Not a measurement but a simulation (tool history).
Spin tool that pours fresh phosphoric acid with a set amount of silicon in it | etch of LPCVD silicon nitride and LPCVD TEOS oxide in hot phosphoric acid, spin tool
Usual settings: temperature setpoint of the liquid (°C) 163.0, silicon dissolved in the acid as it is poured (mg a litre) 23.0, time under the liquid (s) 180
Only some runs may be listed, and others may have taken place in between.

run	day	temperature setpoint of the liquid (°C)	silicon dissolved in the acid as it is poured (mg a litre)	time under the liquid (s)	read-back film thickness of the LPCVD silicon nitride reference wafer, read on the same gauge (nm)	read-back film thickness of the LPCVD TEOS oxide reference wafer, read on the same gauge (nm)	thickness taken off the LPCVD silicon nitride on a monitor wafer (Å)	thickness taken off the LPCVD TEOS oxide on a monitor wafer (Å)
1	0.000	163.0	23.0	180	130.01	130.023	170.4	4.22
2	0.688	163.0	23.0	180	129.98	129.997	166.0	3.95
3	1.117	161.0	9.5	110	130.03	129.990	96.2	2.87
4	1.654	166.0	18.0	145	130.02	129.985	148.4	4.59
5	2.367	164.0	37.5	180	130.00	130.013	173.8	2.20
6	2.754	163.0	23.0	250	130.01	129.990	234.7	5.61
7	3.183	165.5	41.0	225	130.03	129.989	227.0	2.13
8	3.508	163.0	23.0	180	130.00	130.005	164.3	3.24
9	3.846	164.5	16.0	265	129.97	129.988	257.9	7.52
10	4.200	160.0	9.0	245	130.00	129.993	208.1	5.46
11	4.667	161.5	34.5	180	130.03	129.989	157.3	2.12
12	5.125	160.5	23.0	130	129.97	129.997	111.2	2.22
13	5.838	164.0	37.5	180	129.99	130.006	170.9	2.25
# day 5.971: dissolved silicon flow meter replaced
14	6.479	165.0	23.0	140	130.02	129.987	136.2	3.04
# day 6.750: heated supply line repaired
# day 7.762: gauge calibrated
15	8.629	164.5	23.0	105	129.97	129.996	113.4	2.93
16	9.154	161.0	31.0	210	130.03	129.988	201.7	3.46
17	9.762	163.0	18.0	290	130.02	129.997	298.7	8.37
18	10.083	165.5	23.0	180	130.00	129.989	199.7	5.36
19	10.571	163.0	37.5	290	129.99	129.993	295.2	3.92

Run 20, settings as shown, results not yet in. Your forecast:
20	11.183	164.5	31.0	260	?	?	?	?

read-back film thickness of the LPCVD silicon nitride reference wafer, read on the same gauge (nm): 130.00
read-back film thickness of the LPCVD TEOS oxide reference wafer, read on the same gauge (nm): 129.986
thickness taken off the LPCVD silicon nitride on a monitor wafer (Å): 282.7
thickness taken off the LPCVD TEOS oxide on a monitor wafer (Å): 5.23
With the hidden condition absent and the run-to-run variation left alone, this run would have shown thickness taken off the LPCVD silicon nitride on a monitor wafer (Å) 290.9, thickness taken off the LPCVD TEOS oxide on a monitor wafer (Å) 5.57.
